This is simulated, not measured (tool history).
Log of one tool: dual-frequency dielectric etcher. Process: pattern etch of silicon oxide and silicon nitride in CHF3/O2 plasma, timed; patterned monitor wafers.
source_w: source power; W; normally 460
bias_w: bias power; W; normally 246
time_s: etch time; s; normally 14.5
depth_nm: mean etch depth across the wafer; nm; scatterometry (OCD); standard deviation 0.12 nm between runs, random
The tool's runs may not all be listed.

| run | hour | source_w | bias_w | time_s | wafers since the last listed run | hours since the last wet clean | hours since the last source power generator calibration | hours since the last bias power generator calibration | hours since the last upper electrode change | hours since the gauge calibration | read-back reference wafer on the same gauge, depth_nm | depth_nm |
|---|---|---|---|---|---|---|---|---|---|---|---|---|
| 1 | 0.0 | 520 | 246 | 14.5 | 0 | 218.3 | 2891.0 | 3979.0 | 6027.3 | 244.4 | 25.10 | 22.77 |
| 2 | 10.8 | 520 | 246 | 14.5 | 211 | 229.1 | 2901.8 | 3989.8 | 6038.1 | 255.2 | 25.13 | 22.84 |
| 3 | 26.7 | 460 | 246 | 11.5 | 311 | 245.0 | 2917.7 | 4005.7 | 6054.0 | 271.1 | 25.06 | 17.37 |
| 4 | 42.5 | 460 | 246 | 11.5 | 309 | 260.8 | 2933.5 | 4021.5 | 6069.8 | 286.9 | 25.02 | 17.55 |
| 5 | 51.1 | 460 | 246 | 11.5 | 168 | 269.4 | 2942.1 | 4030.1 | 6078.4 | 295.5 | 25.12 | 17.51 |
| 6 | 60.0 | 460 | 218 | 14.5 | 174 | 278.3 | 2951.0 | 4039.0 | 6087.3 | 304.4 | 25.08 | 20.78 |
| 7 | 77.3 | 460 | 246 | 14.5 | 338 | 295.6 | 2968.3 | 4056.3 | 6104.6 | 321.7 | 25.14 | 22.19 |
| 8 | 89.5 | 460 | 246 | 14.5 | 238 | 307.8 | 2980.5 | 4068.5 | 6116.8 | 333.9 | 25.13 | 22.21 |
| 9 | 103.8 | 460 | 246 | 14.5 | 280 | 322.1 | 2994.8 | 4082.8 | 6131.1 | 348.2 | 25.09 | 22.15 |
|  | 114.5 | gauge calibrated |
| 10 | 115.4 | 460 | 246 | 14.5 | 227 | 333.7 | 3006.4 | 4094.4 | 6142.7 | 0.9 | 25.15 | 22.27 |
| 11 | 124.9 | 460 | 246 | 14.5 | 186 | 343.2 | 3015.9 | 4103.9 | 6152.2 | 10.4 | 25.06 | 22.21 |
| 12 | 138.3 | 460 | 246 | 14.5 | 262 | 356.6 | 3029.3 | 4117.3 | 6165.6 | 23.8 | 25.09 | 22.31 |
| 13 | 147.1 | 460 | 246 | 14.5 | 172 | 365.4 | 3038.1 | 4126.1 | 6174.4 | 32.6 | 25.05 | 22.20 |
| 14 | 165.1 | 460 | 213 | 14.5 | 352 | 383.4 | 3056.1 | 4144.1 | 6192.4 | 50.6 | 25.02 | 20.67 |
| 15 | 182.8 | 460 | 246 | 14.5 | 346 | 401.1 | 3073.8 | 4161.8 | 6210.1 | 68.3 | 25.14 | 22.54 |
| 16 | 191.0 | 460 | 246 | 14.5 | 160 | 409.3 | 3082.0 | 4170.0 | 6218.3 | 76.5 | 25.05 | 22.37 |
|  | 216.7 | upper electrode replaced |
| 17 | 219.1 | 460 | 246 | 14.5 | 80 | 437.4 | 3110.1 | 4198.1 | 2.4 | 104.6 | 25.08 | 22.56 |
|  | 238.2 | bias power generator calibrated |
|  | 269.0 | wet clean of the chamber |
| 18 | 269.5 | 350 | 246 | 14.5 | 438 | 0.5 | 3160.5 | 31.3 | 52.8 | 155.0 | 25.04 | 19.54 |
|  | 273.6 | source power generator calibrated |
| 19 | 277.4 | 510 | 276 | 14.5 | 76 | 8.4 | 3.8 | 39.2 | 60.7 | 162.9 | 25.12 | 23.40 |
| 20 | 286.7 | 460 | 246 | 14.5 | 182 | 17.7 | 13.1 | 48.5 | 70.0 | 172.2 | 25.00 | 21.61 |
| 21 | 302.8 | 370 | 246 | 14.5 | 315 | 33.8 | 29.2 | 64.6 | 86.1 | 188.3 | 25.07 | 20.03 |
| 22 | 310.9 | 530 | 284 | 11.5 | 158 | 41.9 | 37.3 | 72.7 | 94.2 | 196.4 | 25.05 | 19.09 |
| 23 | 317.5 | 460 | 280 | 14.5 | 129 | 48.5 | 43.9 | 79.3 | 100.8 | 203.0 | 25.05 | 23.06 |
| 24 | 331.3 | 460 | 246 | 14.5 | 270 | 62.3 | 57.7 | 93.1 | 114.6 | 216.8 | 25.06 | 21.30 |
| 25 | 348.6 | 420 | 246 | 14.5 | 338 | 79.6 | 75.0 | 110.4 | 131.9 | 234.1 | 25.10 | 21.17 |
| 26 | 364.4 | 460 | 203 | 18.0 | 309 | 95.4 | 90.8 | 126.2 | 147.7 | 249.9 | 25.08 | 24.52 |

What if the next run were any one of these 3? Each begins from the tool's condition after run 26:
| A | 364.8 | 460 | 246 | 14.5 | 7 | 95.8 | 91.2 | 126.6 | 148.1 | 250.3 | ? | ? |
| B | 364.8 | 370 | 270 | 14.5 | 7 | 95.8 | 91.2 | 126.6 | 148.1 | 250.3 | ? | ? |
| C | 364.8 | 460 | 277 | 10.0 | 7 | 95.8 | 91.2 | 126.6 | 148.1 | 250.3 | ? | ? |

| run | read-back reference wafer on the same gauge, depth_nm | depth_nm |
|---|---|---|
| A | 25.09 | 21.71 |
| B | 25.09 | 21.18 |
| C | 25.09 | 15.87 |
Stripped of hidden state, with their random variation kept, the same runs would have yielded:
| run | depth_nm |
|---|---|
| A | 21.56 |
| B | 21.04 |
| C | 15.76 |

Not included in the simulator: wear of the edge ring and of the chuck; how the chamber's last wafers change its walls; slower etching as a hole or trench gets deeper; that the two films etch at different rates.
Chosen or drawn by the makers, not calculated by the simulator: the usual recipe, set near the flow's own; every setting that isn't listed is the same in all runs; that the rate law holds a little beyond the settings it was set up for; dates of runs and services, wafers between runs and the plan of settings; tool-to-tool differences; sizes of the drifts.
